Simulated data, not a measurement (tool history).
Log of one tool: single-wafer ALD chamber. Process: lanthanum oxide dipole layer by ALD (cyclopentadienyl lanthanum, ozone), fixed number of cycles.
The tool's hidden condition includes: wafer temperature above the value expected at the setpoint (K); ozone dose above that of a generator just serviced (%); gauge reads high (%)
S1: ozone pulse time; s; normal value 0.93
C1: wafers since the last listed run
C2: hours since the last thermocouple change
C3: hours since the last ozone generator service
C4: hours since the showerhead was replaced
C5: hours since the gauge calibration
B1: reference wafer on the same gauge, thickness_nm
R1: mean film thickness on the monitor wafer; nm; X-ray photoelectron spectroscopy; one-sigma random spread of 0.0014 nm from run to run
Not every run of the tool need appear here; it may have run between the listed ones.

run 1 hour=0 | S1=0.77 | C1=0 C2=794.8 C3=569.4 C4=3140.4 C5=88.2 | B1=0.531 | R1=0.405
run 2 hour=67.2 | S1=0.73 | C1=1498 C2=862 C3=636.6 C4=3207.6 C5=155.4 | B1=0.531 | R1=0.385
run 3 hour=174.6 | S1=0.93 | C1=2394 C2=969.4 C3=744 C4=3315 C5=262.8 | B1=0.531 | R1=0.464
run 4 hour=248.3 | S1=1.1 | C1=1643 C2=1043.1 C3=817.7 C4=3388.7 C5=336.5 | B1=0.531 | R1=0.502
run 5 hour=309 | S1=1.1 | C1=1353 C2=1103.8 C3=878.4 C4=3449.4 C5=397.2 | B1=0.531 | R1=0.503
-- hour=343.3 thermocouple changed; heater temperature recalibrated
run 6 hour=360.7 | S1=1.1 | C1=974 C2=17.4 C3=930.1 C4=3501.1 C5=448.9 | B1=0.531 | R1=0.502
-- hour=459.6 showerhead replaced
run 7 hour=477 | S1=0.93 | C1=2414 C2=133.7 C3=1046.4 C4=17.4 C5=565.2 | B1=0.532 | R1=0.462
run 8 hour=523.8 | S1=0.93 | C1=1043 C2=180.5 C3=1093.2 C4=64.2 C5=612 | B1=0.531 | R1=0.459
run 9 hour=569.4 | S1=0.61 | C1=1016 C2=226.1 C3=1138.8 C4=109.8 C5=657.6 | B1=0.531 | R1=0.306
-- hour=597.9 gauge calibrated
run 10 hour=608.2 | S1=0.93 | C1=864 C2=264.9 C3=1177.6 C4=148.6 C5=10.3 | B1=0.531 | R1=0.46
run 11 hour=691.7 | S1=0.82 | C1=1861 C2=348.4 C3=1261.1 C4=232.1 C5=93.8 | B1=0.531 | R1=0.423
-- hour=757.6 ozone generator serviced
run 12 hour=770 | S1=1.18 | C1=1567 C2=426.7 C3=12.4 C4=310.4 C5=172.1 | B1=0.531 | R1=0.527
run 13 hour=866.7 | S1=0.93 | C1=2155 C2=523.4 C3=109.1 C4=407.1 C5=268.8 | B1=0.531 | R1=0.48
run 14 hour=911.4 | S1=0.93 | C1=996 C2=568.1 C3=153.8 C4=451.8 C5=313.5 | B1=0.53 | R1=0.475
run 15 hour=977 | S1=0.62 | C1=1462 C2=633.7 C3=219.4 C4=517.4 C5=379.1 | B1=0.531 | R1=0.329
run 16 hour=1064.9 | S1=1.07 | C1=1959 C2=721.6 C3=307.3 C4=605.3 C5=467 | B1=0.531 | R1=0.504
run 17 hour=1119.7 | S1=1.19 | C1=1221 C2=776.4 C3=362.1 C4=660.1 C5=521.8 | B1=0.531 | R1=0.521

Hidden condition of the tool, last listed run before each entry between runs versus first listed run after:
Logged between run 5 and run 6: thermocouple changed; heater temperature recalibrated (hour 343.3)
  ozone dose above that of a generator just serviced (%): -7.16 -> -7.29
  measured less the result without the state, R1: -0.016 -> -0.016 nm
Logged between run 6 and run 7: showerhead replaced (hour 459.6)
  ozone dose above that of a generator just serviced (%): -7.29 -> -7.54
  measured less the result without the state, R1: -0.016 -> -0.022 nm
Logged between run 9 and run 10: gauge calibrated (hour 597.9)
  ozone dose above that of a generator just serviced (%): -7.7 -> -7.76
  measured less the result without the state, R1: -0.026 -> -0.022 nm
Logged between run 11 and run 12: ozone generator serviced (hour 757.6)
  ozone dose above that of a generator just serviced (%): -7.88 -> -0.904
  measured less the result without the state, R1: -0.026 -> -0.002 nm
